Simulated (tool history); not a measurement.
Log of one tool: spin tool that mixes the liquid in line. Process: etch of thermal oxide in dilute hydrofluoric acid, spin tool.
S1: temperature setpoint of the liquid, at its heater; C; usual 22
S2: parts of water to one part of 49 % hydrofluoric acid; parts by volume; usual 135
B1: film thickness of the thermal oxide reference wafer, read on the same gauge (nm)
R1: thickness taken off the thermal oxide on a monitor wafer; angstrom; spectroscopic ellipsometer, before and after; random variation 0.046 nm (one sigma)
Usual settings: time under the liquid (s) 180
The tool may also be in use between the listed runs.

run 1 hour=0 | S1=22 S2=135 time_under_the_liquid_(s)=180 | B1=50.03 | R1=47.2
run 2 hour=14.7 | S1=22 S2=135 time_under_the_liquid_(s)=180 | B1=50.01 | R1=47.7
run 3 hour=32.3 | S1=22 S2=135 time_under_the_liquid_(s)=180 | B1=49.98 | R1=46.9
run 4 hour=47.7 | S1=22 S2=115 time_under_the_liquid_(s)=180 | B1=50 | R1=57.3
run 5 hour=57.5 | S1=22 S2=95 time_under_the_liquid_(s)=260 | B1=50.01 | R1=101.7
run 6 hour=75.1 | S1=22 S2=95 time_under_the_liquid_(s)=260 | B1=50 | R1=100.8
run 7 hour=81.6 | S1=22 S2=95 time_under_the_liquid_(s)=260 | B1=50 | R1=101.9
run 8 hour=88.9 | S1=18.5 S2=135 time_under_the_liquid_(s)=95 | B1=50 | R1=21.3
-- hour=91.2 gauge calibrated
run 9 hour=96.2 | S1=18.5 S2=135 time_under_the_liquid_(s)=95 | B1=49.99 | R1=21.1
-- hour=97.8 hydrofluoric acid flow meter replaced
-- hour=112.4 thermometer replaced
run 10 hour=112.9 | S1=22 S2=135 time_under_the_liquid_(s)=180 | B1=49.99 | R1=55.4
run 11 hour=122.9 | S1=20 S2=135 time_under_the_liquid_(s)=180 | B1=49.99 | R1=49.8
run 12 hour=132.7 | S1=22 S2=105 time_under_the_liquid_(s)=180 | B1=49.99 | R1=72.5
run 13 hour=149.8 | S1=22 S2=135 time_under_the_liquid_(s)=80 | B1=49.99 | R1=24.1
run 14 hour=162.5 | S1=22 S2=135 time_under_the_liquid_(s)=180 | B1=49.99 | R1=54.4
run 15 hour=170.3 | S1=22 S2=80 time_under_the_liquid_(s)=180 | B1=50.01 | R1=97.9
run 16 hour=187.9 | S1=22 S2=100 time_under_the_liquid_(s)=210 | B1=50.02 | R1=87.9
run 17 hour=204.4 | S1=25 S2=165 time_under_the_liquid_(s)=180 | B1=50.01 | R1=47.9
run 18 hour=213.3 | S1=22 S2=135 time_under_the_liquid_(s)=210 | B1=49.99 | R1=63.2

5 ways to go on from here, each from the tool as it stands after run 18. What would each give?
run A hour=213.8 | S1=22 S2=185 time_under_the_liquid_(s)=180 | B1=? | R1=?
run B hour=213.8 | S1=24 S2=160 time_under_the_liquid_(s)=275 | B1=? | R1=?
run C hour=213.8 | S1=24.5 S2=165 time_under_the_liquid_(s)=120 | B1=? | R1=?
run D hour=213.8 | S1=24.5 S2=190 time_under_the_liquid_(s)=180 | B1=? | R1=?
run E hour=213.8 | S1=17 S2=135 time_under_the_liquid_(s)=85 | B1=? | R1=?

run=A B1=50.01 R1=36.3
run=B B1=50.01 R1=71.1
run=C B1=50.01 R1=30.5
run=D B1=50.01 R1=38.6
run=E B1=50.01 R1=20.3
Without the tool's hidden state the same runs would have given:
run=A R1=37.7
run=B R1=73.8
run=C R1=31.6
run=D R1=40.1
run=E R1=21
